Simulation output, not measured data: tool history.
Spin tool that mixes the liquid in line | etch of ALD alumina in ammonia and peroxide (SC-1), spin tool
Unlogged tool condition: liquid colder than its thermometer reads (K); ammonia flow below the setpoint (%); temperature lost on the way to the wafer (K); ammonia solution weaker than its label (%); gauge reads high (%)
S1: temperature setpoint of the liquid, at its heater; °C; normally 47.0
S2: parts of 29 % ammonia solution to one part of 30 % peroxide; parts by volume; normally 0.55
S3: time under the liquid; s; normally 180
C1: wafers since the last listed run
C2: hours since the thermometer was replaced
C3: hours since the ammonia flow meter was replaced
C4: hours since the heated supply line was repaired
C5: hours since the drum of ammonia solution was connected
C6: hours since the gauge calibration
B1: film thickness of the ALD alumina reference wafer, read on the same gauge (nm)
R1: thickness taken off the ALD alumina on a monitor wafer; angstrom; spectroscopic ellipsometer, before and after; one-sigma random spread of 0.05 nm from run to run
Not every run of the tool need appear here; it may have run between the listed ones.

| run | day | S1 | S2 | S3 | C1 | C2 | C3 | C4 | C5 | C6 | B1 | R1 |
|---|---|---|---|---|---|---|---|---|---|---|---|---|
| 1 | 0.000 | 47.0 | 0.35 | 180 | 0 | 828.4 | 1601.3 | 2743.3 | 46.1 | 146.5 | 150.02 | 87.7 |
| 2 | 2.504 | 53.0 | 0.75 | 150 | 351 | 888.5 | 1661.4 | 2803.4 | 106.2 | 206.6 | 150.01 | 108.9 |
| 3 | 4.271 | 43.5 | 0.55 | 180 | 248 | 930.9 | 1703.8 | 2845.8 | 148.6 | 249.0 | 149.99 | 74.6 |
| 4 | 7.262 | 47.0 | 0.85 | 255 | 420 | 1002.7 | 1775.6 | 2917.6 | 220.4 | 320.8 | 149.98 | 133.7 |
|  | 8.479 | heated supply line repaired |
|  | 8.538 | ammonia flow meter replaced |
| 5 | 9.325 | 39.0 | 0.70 | 180 | 278 | 1052.2 | 18.9 | 20.3 | 269.9 | 370.3 | 149.98 | 58.7 |
| 6 | 11.146 | 47.0 | 0.85 | 180 | 255 | 1095.9 | 62.6 | 64.0 | 313.6 | 414.0 | 149.99 | 94.4 |
| 7 | 13.767 | 44.0 | 0.55 | 145 | 368 | 1158.8 | 125.5 | 126.9 | 376.5 | 476.9 | 150.03 | 61.5 |
| 8 | 15.408 | 44.5 | 0.75 | 140 | 230 | 1198.2 | 164.9 | 166.3 | 415.9 | 516.3 | 149.95 | 63.2 |
|  | 15.646 | thermometer replaced |
| 9 | 16.975 | 47.0 | 0.70 | 240 | 214 | 31.9 | 202.5 | 203.9 | 453.5 | 553.9 | 149.99 | 123.9 |
| 10 | 18.196 | 47.0 | 0.55 | 265 | 171 | 61.2 | 231.8 | 233.2 | 482.8 | 583.2 | 150.03 | 133.7 |
| 11 | 19.971 | 47.0 | 0.55 | 180 | 249 | 103.8 | 274.4 | 275.8 | 525.4 | 625.8 | 149.97 | 91.0 |
| 12 | 22.054 | 47.0 | 0.55 | 250 | 292 | 153.8 | 324.4 | 325.8 | 575.4 | 675.8 | 150.00 | 126.6 |
| 13 | 23.292 | 47.0 | 0.80 | 100 | 173 | 183.5 | 354.1 | 355.5 | 605.1 | 705.5 | 149.99 | 52.8 |
| 14 | 24.767 | 47.0 | 0.70 | 180 | 207 | 218.9 | 389.5 | 390.9 | 640.5 | 740.9 | 149.98 | 92.8 |
| 15 | 27.192 | 47.0 | 0.55 | 180 | 340 | 277.1 | 447.7 | 449.1 | 698.7 | 799.1 | 150.02 | 91.5 |
| 16 | 29.950 | 47.0 | 0.35 | 180 | 387 | 343.3 | 513.9 | 515.3 | 764.9 | 865.3 | 149.99 | 87.1 |
| 17 | 33.550 | 47.0 | 0.55 | 135 | 505 | 429.7 | 600.3 | 601.7 | 851.3 | 951.7 | 150.00 | 68.0 |
|  | 35.388 | new drum of ammonia solution connected |
| 18 | 35.708 | 47.0 | 0.45 | 180 | 297 | 481.5 | 652.1 | 653.5 | 7.7 | 1003.5 | 149.98 | 89.3 |
| 19 | 37.217 | 42.0 | 0.55 | 180 | 211 | 517.7 | 688.3 | 689.7 | 43.9 | 1039.7 | 149.99 | 67.6 |
| 20 | 39.733 | 49.5 | 0.65 | 270 | 353 | 578.1 | 748.7 | 750.1 | 104.3 | 1100.1 | 150.02 | 158.3 |
| 21 | 42.108 | 55.0 | 0.35 | 90 | 333 | 635.1 | 805.7 | 807.1 | 161.3 | 1157.1 | 150.01 | 67.9 |
| 22 | 43.512 | 42.5 | 0.55 | 180 | 197 | 668.8 | 839.4 | 840.8 | 195.0 | 1190.8 | 149.99 | 70.2 |
| 23 | 45.400 | 41.5 | 0.55 | 140 | 265 | 714.1 | 884.7 | 886.1 | 240.3 | 1236.1 | 149.97 | 51.2 |
| 24 | 49.433 | 52.5 | 0.55 | 180 | 566 | 810.9 | 981.5 | 982.9 | 337.1 | 1332.9 | 150.01 | 121.4 |
| 25 | 50.892 | 44.0 | 0.40 | 285 | 204 | 845.9 | 1016.5 | 1017.9 | 372.1 | 1367.9 | 149.94 | 118.3 |

List, for all runs, the conditions of the tool that the log does not record:
liquid colder than its thermometer reads (K): 0 at every run
ammonia flow below the setpoint (%): 0 at every run
temperature lost on the way to the wafer (K): 0 at every run
ammonia solution weaker than its label (%): 0 at every run
gauge reads high (%): 0 at every run
